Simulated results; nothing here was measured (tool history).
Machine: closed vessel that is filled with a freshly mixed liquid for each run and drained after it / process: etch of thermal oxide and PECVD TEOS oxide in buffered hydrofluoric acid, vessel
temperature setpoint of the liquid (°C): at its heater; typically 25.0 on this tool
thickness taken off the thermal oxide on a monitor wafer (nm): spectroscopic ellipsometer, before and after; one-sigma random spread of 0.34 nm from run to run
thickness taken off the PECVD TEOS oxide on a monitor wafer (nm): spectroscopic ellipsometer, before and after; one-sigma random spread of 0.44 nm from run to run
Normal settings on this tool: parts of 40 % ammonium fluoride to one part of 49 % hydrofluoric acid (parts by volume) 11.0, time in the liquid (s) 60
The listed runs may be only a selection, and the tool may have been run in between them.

run	hour	temperature setpoint of the liquid (°C)	parts of 40 % ammonium fluoride to one part of 49 % hydrofluoric acid (parts by volume)	time in the liquid (s)	wafers since the last listed run	hours since the thermometer was replaced	hours since the hydrofluoric acid flow meter was replaced	hours since the gauge calibration	read-back film thickness of the thermal oxide reference wafer, read on the same gauge (nm)	read-back film thickness of the PECVD TEOS oxide reference wafer, read on the same gauge (nm)	thickness taken off the thermal oxide on a monitor wafer (nm)	thickness taken off the PECVD TEOS oxide on a monitor wafer (nm)
1	0.0	25.0	11.0	60	0	1638.8	1610.0	93.2	79.98	120.00	67.28	91.38
2	98.0	25.0	11.0	60	7023	1736.8	1708.0	191.2	79.97	120.00	66.65	91.58
3	150.8	25.0	11.0	60	3783	1789.6	1760.8	244.0	80.03	119.99	66.49	92.05
4	253.9	26.5	11.0	60	7388	1892.7	1863.9	347.1	79.99	120.00	72.27	98.79
5	322.9	26.5	11.0	60	4944	1961.7	1932.9	416.1	80.01	120.03	71.38	99.57
6	375.5	22.5	11.0	60	3769	2014.3	1985.5	468.7	79.97	119.99	57.74	80.15
7	514.4	22.5	11.0	60	9954	2153.2	2124.4	607.6	80.01	120.01	58.52	79.82
8	601.8	25.0	11.0	50	6263	2240.6	2211.8	695.0	80.02	120.00	55.59	76.70
# hour 636.9: gauge calibrated
# hour 644.4: thermometer replaced
9	668.3	25.0	15.5	60	4694	23.9	2278.3	31.4	80.01	120.00	43.85	60.84
10	712.9	25.0	11.0	60	3196	68.5	2322.9	76.0	79.99	120.00	61.69	85.57
11	759.4	23.0	15.5	70	3332	115.0	2369.4	122.5	79.99	119.99	46.26	63.47
# hour 778.6: hydrofluoric acid flow meter replaced
12	853.0	26.5	8.0	95	6636	208.6	74.4	216.1	79.97	120.01	152.10	208.84
13	950.9	25.0	8.5	60	7015	306.5	172.3	314.0	80.04	120.00	82.93	114.41
14	1014.3	23.5	9.5	60	4543	369.9	235.7	377.4	79.97	120.00	70.55	96.97

Here are 3 independent what-if runs from the current tool condition. What would each one return?
A	1015.0	25.0	12.5	60	50	370.6	236.4	378.1	?	?	?	?
B	1015.0	23.5	7.5	45	50	370.6	236.4	378.1	?	?	?	?
C	1015.0	25.0	8.0	60	50	370.6	236.4	378.1	?	?	?	?

run	read-back film thickness of the thermal oxide reference wafer, read on the same gauge (nm)	read-back film thickness of the PECVD TEOS oxide reference wafer, read on the same gauge (nm)	thickness taken off the thermal oxide on a monitor wafer (nm)	thickness taken off the PECVD TEOS oxide on a monitor wafer (nm)
A	79.95	119.99	59.20	80.73
B	79.95	119.99	66.13	90.18
C	79.95	119.99	89.20	121.65
The same runs, with their run-to-run variation unchanged, on a tool lacking any hidden condition would have given:
run	thickness taken off the thermal oxide on a monitor wafer (nm)	thickness taken off the PECVD TEOS oxide on a monitor wafer (nm)
A	59.29	80.85
B	66.32	90.44
C	89.47	122.02
